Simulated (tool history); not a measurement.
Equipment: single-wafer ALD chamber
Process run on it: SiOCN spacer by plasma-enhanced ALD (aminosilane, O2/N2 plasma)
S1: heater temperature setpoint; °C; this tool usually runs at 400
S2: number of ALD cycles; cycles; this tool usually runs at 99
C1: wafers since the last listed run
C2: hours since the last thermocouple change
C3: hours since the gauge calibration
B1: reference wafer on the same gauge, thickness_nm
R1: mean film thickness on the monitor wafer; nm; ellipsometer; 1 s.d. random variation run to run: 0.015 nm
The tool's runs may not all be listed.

Run 1, day 0: usual settings; C1 0; C2 1978; C3 293.3; B1 5.61. Result: R1 5.861 nm.
Run 2, day 2.821: usual settings; C1 188; C2 2045.7; C3 361; B1 5.611. Result: R1 5.878 nm.
Run 3, day 4.633: usual settings; C1 120; C2 2089.2; C3 404.5; B1 5.607. Result: R1 5.881 nm.
Run 4, day 5.888: usual settings; C1 83; C2 2119.3; C3 434.6; B1 5.606. Result: R1 5.872 nm.
Run 5, day 7.171: usual settings; C1 85; C2 2150.1; C3 465.4; B1 5.609. Result: R1 5.869 nm.
Run 6, day 8.475: usual settings; C1 86; C2 2181.4; C3 496.7; B1 5.607. Result: R1 5.874 nm.
Run 7, day 10.821: usual settings; C1 156; C2 2237.7; C3 553; B1 5.604. Result: R1 5.878 nm.
Run 8, day 12.583: usual settings; C1 117; C2 2280; C3 595.3; B1 5.61. Result: R1 5.879 nm.
Run 9, day 15.562: usual settings; C1 198; C2 2351.5; C3 666.8; B1 5.613. Result: R1 5.895 nm.
Run 10, day 16.662: usual settings but S2 89 cycles; C1 73; C2 2377.9; C3 693.2; B1 5.614. Result: R1 5.312 nm.
Run 11, day 18.488: usual settings but S2 89 cycles; C1 121; C2 2421.7; C3 737; B1 5.612. Result: R1 5.284 nm.
Run 12, day 21.242: usual settings but S2 84 cycles; C1 183; C2 2487.8; C3 803.1; B1 5.612. Result: R1 4.972 nm.
Run 13, day 22.496: usual settings; C1 83; C2 2517.9; C3 833.2; B1 5.611. Result: R1 5.876 nm.
Run 14, day 24.262: usual settings; C1 117; C2 2560.3; C3 875.6; B1 5.604. Result: R1 5.871 nm.
Run 15, day 26.225: usual settings; C1 130; C2 2607.4; C3 922.7; B1 5.614. Result: R1 5.867 nm.
Run 16, day 28.658: usual settings but S1 408 °C, S2 86 cycles; C1 162; C2 2665.8; C3 981.1; B1 5.612. Result: R1 4.982 nm.
Run 17, day 30.546: usual settings but S1 408 °C, S2 86 cycles; C1 125; C2 2711.1; C3 1026.4; B1 5.605. Result: R1 4.979 nm.
At day 30.867: gauge calibrated.
Run 18, day 33.062: usual settings; C1 167; C2 2771.5; C3 52.7; B1 5.61. Result: R1 5.87 nm.
Run 19, day 34.746: usual settings; C1 112; C2 2811.9; C3 93.1; B1 5.614. Result: R1 5.876 nm.
Run 20, day 36.9: usual settings but S1 394 °C, S2 115 cycles; C1 143; C2 2863.6; C3 144.8; B1 5.608. Result: R1 6.814 nm.
Run 21, day 38.829: usual settings but S1 411 °C, S2 111 cycles; C1 128; C2 2909.9; C3 191.1; B1 5.614. Result: R1 6.373 nm.
Run 22, day 40.675: usual settings but S1 391 °C, S2 91 cycles; C1 123; C2 2954.2; C3 235.4; B1 5.609. Result: R1 5.415 nm.
Run 23, day 41.688: usual settings but S1 407 °C; C1 67; C2 2978.5; C3 259.7; B1 5.61. Result: R1 5.765 nm.
Run 24, day 44.025: usual settings but S1 389 °C, S2 80 cycles; C1 155; C2 3034.6; C3 315.8; B1 5.614. Result: R1 4.748 nm.
Run 25, day 46.296: usual settings but S2 110 cycles; C1 151; C2 3089.1; C3 370.3; B1 5.61. Result: R1 6.526 nm.
Run 26, day 47.383: usual settings but S1 412 °C; C1 72; C2 3115.2; C3 396.4; B1 5.611. Result: R1 5.661 nm.
Run 27, day 48.683: usual settings but S1 411 °C, S2 92 cycles; C1 86; C2 3146.4; C3 427.6; B1 5.612. Result: R1 5.282 nm.
Run 28, day 49.846: usual settings but S1 393 °C, S2 82 cycles; C1 77; C2 3174.3; C3 455.5; B1 5.616. Result: R1 4.874 nm.
Run 29, day 51.004: usual settings; C1 77; C2 3202.1; C3 483.3; B1 5.604. Result: R1 5.887 nm.
At day 52.112: thermocouple changed; heater temperature recalibrated.
Run 30, day 53.371: usual settings; C1 135; C2 30.2; C3 540.1; B1 5.607. Result: R1 5.862 nm.
Run 31, day 56.212: usual settings but S1 409 °C, S2 115 cycles; C1 189; C2 98.4; C3 608.3; B1 5.607. Result: R1 6.624 nm.
Run 32, day 62.508: usual settings but S1 410 °C, S2 87 cycles; C1 419; C2 249.5; C3 759.4; B1 5.616. Result: R1 4.993 nm.
Run 33, day 64.692: usual settings but S1 408 °C, S2 86 cycles; C1 145; C2 301.9; C3 811.8; B1 5.601. Result: R1 4.976 nm.
Run 34, day 66.896: usual settings but S1 410 °C, S2 87 cycles; C1 146; C2 354.8; C3 864.7; B1 5.607. Result: R1 4.992 nm.
Run 35, day 69.796: usual settings but S2 118 cycles; C1 193; C2 424.4; C3 934.3; B1 5.608. Result: R1 6.986 nm.
Run 36, day 72.633: usual settings but S1 390 °C, S2 115 cycles; C1 189; C2 492.5; C3 1002.4; B1 5.606. Result: R1 6.83 nm.
At day 74.608: gauge calibrated.
Run 37, day 75.583: usual settings but S1 405 °C; C1 196; C2 563.3; C3 23.4; B1 5.605. Result: R1 5.759 nm.
Run 38, day 78.025: usual settings but S1 409 °C; C1 162; C2 621.9; C3 82; B1 5.615. Result: R1 5.722 nm.
Run 39, day 80.912: usual settings; C1 192; C2 691.2; C3 151.3; B1 5.614. Result: R1 5.86 nm.

For each entry between runs, how does the tool's hidden state at the last listed run before it compare with that at the first listed run after it?
Logged between run 17 and run 18: gauge calibrated (day 30.867)
  both runs share identical hidden conditions
Logged between run 29 and run 30: thermocouple changed; heater temperature recalibrated (day 52.112)
  both runs share identical hidden conditions
Logged between run 36 and run 37: gauge calibrated (day 74.608)
  both runs share identical hidden conditions
